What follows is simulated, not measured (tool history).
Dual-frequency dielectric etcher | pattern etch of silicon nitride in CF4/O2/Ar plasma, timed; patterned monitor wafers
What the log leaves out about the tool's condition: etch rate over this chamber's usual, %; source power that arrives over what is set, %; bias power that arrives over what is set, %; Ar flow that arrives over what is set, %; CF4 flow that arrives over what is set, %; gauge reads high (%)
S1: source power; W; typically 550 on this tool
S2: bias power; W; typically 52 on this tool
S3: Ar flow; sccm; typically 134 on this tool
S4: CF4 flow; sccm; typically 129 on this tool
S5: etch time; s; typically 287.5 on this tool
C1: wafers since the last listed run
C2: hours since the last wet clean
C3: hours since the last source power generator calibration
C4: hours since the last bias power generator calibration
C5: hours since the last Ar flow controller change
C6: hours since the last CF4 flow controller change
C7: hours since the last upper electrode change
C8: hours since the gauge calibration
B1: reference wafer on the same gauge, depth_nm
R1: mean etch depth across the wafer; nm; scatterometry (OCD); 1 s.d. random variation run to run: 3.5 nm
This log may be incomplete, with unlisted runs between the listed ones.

{"run": 1, "hour": 0.0, "S1": 550, "S2": 52, "S3": 134, "S4": 108, "S5": 287.5, "C1": 0, "C2": 347.5, "C3": 3458.5, "C4": 4811.1, "C5": 2806.5, "C6": 3357.7, "C7": 2889.7, "C8": 441.5, "B1": 680, "R1": 608.6}
{"run": 2, "hour": 32.0, "S1": 550, "S2": 52, "S3": 134, "S4": 129, "S5": 287.5, "C1": 216, "C2": 379.5, "C3": 3490.5, "C4": 4843.1, "C5": 2838.5, "C6": 3389.7, "C7": 2921.7, "C8": 473.5, "B1": 678.5, "R1": 630.7}
{"hour": 78.9, "done": "gauge calibrated"}
{"hour": 84.8, "done": "upper electrode replaced"}
{"run": 3, "hour": 85.3, "S1": 550, "S2": 52, "S3": 134, "S4": 129, "S5": 287.5, "C1": 198, "C2": 432.8, "C3": 3543.8, "C4": 4896.4, "C5": 2891.8, "C6": 3443, "C7": 0.5, "C8": 6.4, "B1": 680.5, "R1": 628.4}
{"hour": 98.2, "done": "CF4 flow controller replaced"}
{"run": 4, "hour": 144.3, "S1": 550, "S2": 52, "S3": 134, "S4": 129, "S5": 287.5, "C1": 359, "C2": 491.8, "C3": 3602.8, "C4": 4955.4, "C5": 2950.8, "C6": 46.1, "C7": 59.5, "C8": 65.4, "B1": 679.9, "R1": 639.1}
{"hour": 149.1, "done": "source power generator calibrated"}
{"run": 5, "hour": 173.8, "S1": 670, "S2": 52, "S3": 134, "S4": 129, "S5": 370, "C1": 172, "C2": 521.3, "C3": 24.7, "C4": 4984.9, "C5": 2980.3, "C6": 75.6, "C7": 89, "C8": 94.9, "B1": 679.3, "R1": 1002.3}
{"run": 6, "hour": 207.8, "S1": 550, "S2": 52, "S3": 134, "S4": 129, "S5": 287.5, "C1": 230, "C2": 555.3, "C3": 58.7, "C4": 5018.9, "C5": 3014.3, "C6": 109.6, "C7": 123, "C8": 128.9, "B1": 680.2, "R1": 637.5}
{"hour": 230.2, "done": "bias power generator calibrated"}
{"run": 7, "hour": 241.8, "S1": 500, "S2": 52, "S3": 113, "S4": 109, "S5": 251, "C1": 203, "C2": 589.3, "C3": 92.7, "C4": 11.6, "C5": 3048.3, "C6": 143.6, "C7": 157, "C8": 162.9, "B1": 680.3, "R1": 498.6}
{"run": 8, "hour": 276.9, "S1": 550, "S2": 52, "S3": 118, "S4": 129, "S5": 287.5, "C1": 237, "C2": 624.4, "C3": 127.8, "C4": 46.7, "C5": 3083.4, "C6": 178.7, "C7": 192.1, "C8": 198, "B1": 679.4, "R1": 645.5}
{"run": 9, "hour": 302.9, "S1": 550, "S2": 52, "S3": 134, "S4": 129, "S5": 287.5, "C1": 176, "C2": 650.4, "C3": 153.8, "C4": 72.7, "C5": 3109.4, "C6": 204.7, "C7": 218.1, "C8": 224, "B1": 680.1, "R1": 638.4}
{"hour": 325.6, "done": "Ar flow controller replaced"}
{"run": 10, "hour": 331.6, "S1": 550, "S2": 52, "S3": 134, "S4": 129, "S5": 313, "C1": 153, "C2": 679.1, "C3": 182.5, "C4": 101.4, "C5": 6, "C6": 233.4, "C7": 246.8, "C8": 252.7, "B1": 681.2, "R1": 709.1}
{"hour": 360.0, "done": "wet clean of the chamber"}
{"run": 11, "hour": 360.5, "S1": 550, "S2": 52, "S3": 134, "S4": 129, "S5": 287.5, "C1": 33, "C2": 0.5, "C3": 211.4, "C4": 130.3, "C5": 34.9, "C6": 262.3, "C7": 275.7, "C8": 281.6, "B1": 680.7, "R1": 604.1}
{"run": 12, "hour": 377.5, "S1": 550, "S2": 52, "S3": 162, "S4": 129, "S5": 287.5, "C1": 115, "C2": 17.5, "C3": 228.4, "C4": 147.3, "C5": 51.9, "C6": 279.3, "C7": 292.7, "C8": 298.6, "B1": 680, "R1": 582.8}
{"run": 13, "hour": 398.6, "S1": 590, "S2": 52, "S3": 134, "S4": 129, "S5": 287.5, "C1": 143, "C2": 38.6, "C3": 249.5, "C4": 168.4, "C5": 73, "C6": 300.4, "C7": 313.8, "C8": 319.7, "B1": 679.2, "R1": 650}
{"run": 14, "hour": 418.4, "S1": 550, "S2": 52, "S3": 134, "S4": 120, "S5": 287.5, "C1": 134, "C2": 58.4, "C3": 269.3, "C4": 188.2, "C5": 92.8, "C6": 320.2, "C7": 333.6, "C8": 339.5, "B1": 679.3, "R1": 595}
{"run": 15, "hour": 442.0, "S1": 550, "S2": 52, "S3": 134, "S4": 129, "S5": 287.5, "C1": 159, "C2": 82, "C3": 292.9, "C4": 211.8, "C5": 116.4, "C6": 343.8, "C7": 357.2, "C8": 363.1, "B1": 680.3, "R1": 608}
{"run": 16, "hour": 458.4, "S1": 550, "S2": 52, "S3": 134, "S4": 144, "S5": 287.5, "C1": 111, "C2": 98.4, "C3": 309.3, "C4": 228.2, "C5": 132.8, "C6": 360.2, "C7": 373.6, "C8": 379.5, "B1": 680.3, "R1": 615.4}
{"run": 17, "hour": 477.2, "S1": 550, "S2": 52, "S3": 113, "S4": 129, "S5": 287.5, "C1": 127, "C2": 117.2, "C3": 328.1, "C4": 247, "C5": 151.6, "C6": 379, "C7": 392.4, "C8": 398.3, "B1": 679.4, "R1": 619.5}
{"hour": 486.7, "done": "gauge calibrated"}
{"run": 18, "hour": 505.6, "S1": 550, "S2": 52, "S3": 104, "S4": 129, "S5": 344, "C1": 192, "C2": 145.6, "C3": 356.5, "C4": 275.4, "C5": 180, "C6": 407.4, "C7": 420.8, "C8": 18.9, "B1": 680.1, "R1": 757.8}
{"run": 19, "hour": 519.2, "S1": 420, "S2": 52, "S3": 134, "S4": 146, "S5": 287.5, "C1": 92, "C2": 159.2, "C3": 370.1, "C4": 289, "C5": 193.6, "C6": 421, "C7": 434.4, "C8": 32.5, "B1": 680.3, "R1": 466.3}
{"run": 20, "hour": 548.2, "S1": 430, "S2": 44, "S3": 134, "S4": 129, "S5": 287.5, "C1": 196, "C2": 188.2, "C3": 399.1, "C4": 318, "C5": 222.6, "C6": 450, "C7": 463.4, "C8": 61.5, "B1": 680.1, "R1": 422.2}

5 options for the next run, each taken on its own from the tool as it stands now. Forecast them:
{"run": "A", "hour": 548.7, "S1": 550, "S2": 52, "S3": 134, "S4": 129, "S5": 287.5, "C1": 3, "C2": 188.7, "C3": 399.6, "C4": 318.5, "C5": 223.1, "C6": 450.5, "C7": 463.9, "C8": 62, "B1": "?", "R1": "?"}
{"run": "B", "hour": 548.7, "S1": 550, "S2": 52, "S3": 146, "S4": 147, "S5": 360, "C1": 3, "C2": 188.7, "C3": 399.6, "C4": 318.5, "C5": 223.1, "C6": 450.5, "C7": 463.9, "C8": 62, "B1": "?", "R1": "?"}
{"run": "C", "hour": 548.7, "S1": 550, "S2": 52, "S3": 134, "S4": 129, "S5": 235.5, "C1": 3, "C2": 188.7, "C3": 399.6, "C4": 318.5, "C5": 223.1, "C6": 450.5, "C7": 463.9, "C8": 62, "B1": "?", "R1": "?"}
{"run": "D", "hour": 548.7, "S1": 550, "S2": 43, "S3": 134, "S4": 129, "S5": 234.5, "C1": 3, "C2": 188.7, "C3": 399.6, "C4": 318.5, "C5": 223.1, "C6": 450.5, "C7": 463.9, "C8": 62, "B1": "?", "R1": "?"}
{"run": "E", "hour": 548.7, "S1": 550, "S2": 52, "S3": 134, "S4": 129, "S5": 352, "C1": 3, "C2": 188.7, "C3": 399.6, "C4": 318.5, "C5": 223.1, "C6": 450.5, "C7": 463.9, "C8": 62, "B1": "?", "R1": "?"}

run=A B1=678.3 R1=612.7
run=B B1=678.3 R1=773.6
run=C B1=678.3 R1=501.9
run=D B1=678.3 R1=445.2
run=E B1=678.3 R1=750.2
With no hidden state in the tool, these same runs would have given:
run=A R1=607.4
run=B R1=766.9
run=C R1=497.6
run=D R1=441.3
run=E R1=743.7

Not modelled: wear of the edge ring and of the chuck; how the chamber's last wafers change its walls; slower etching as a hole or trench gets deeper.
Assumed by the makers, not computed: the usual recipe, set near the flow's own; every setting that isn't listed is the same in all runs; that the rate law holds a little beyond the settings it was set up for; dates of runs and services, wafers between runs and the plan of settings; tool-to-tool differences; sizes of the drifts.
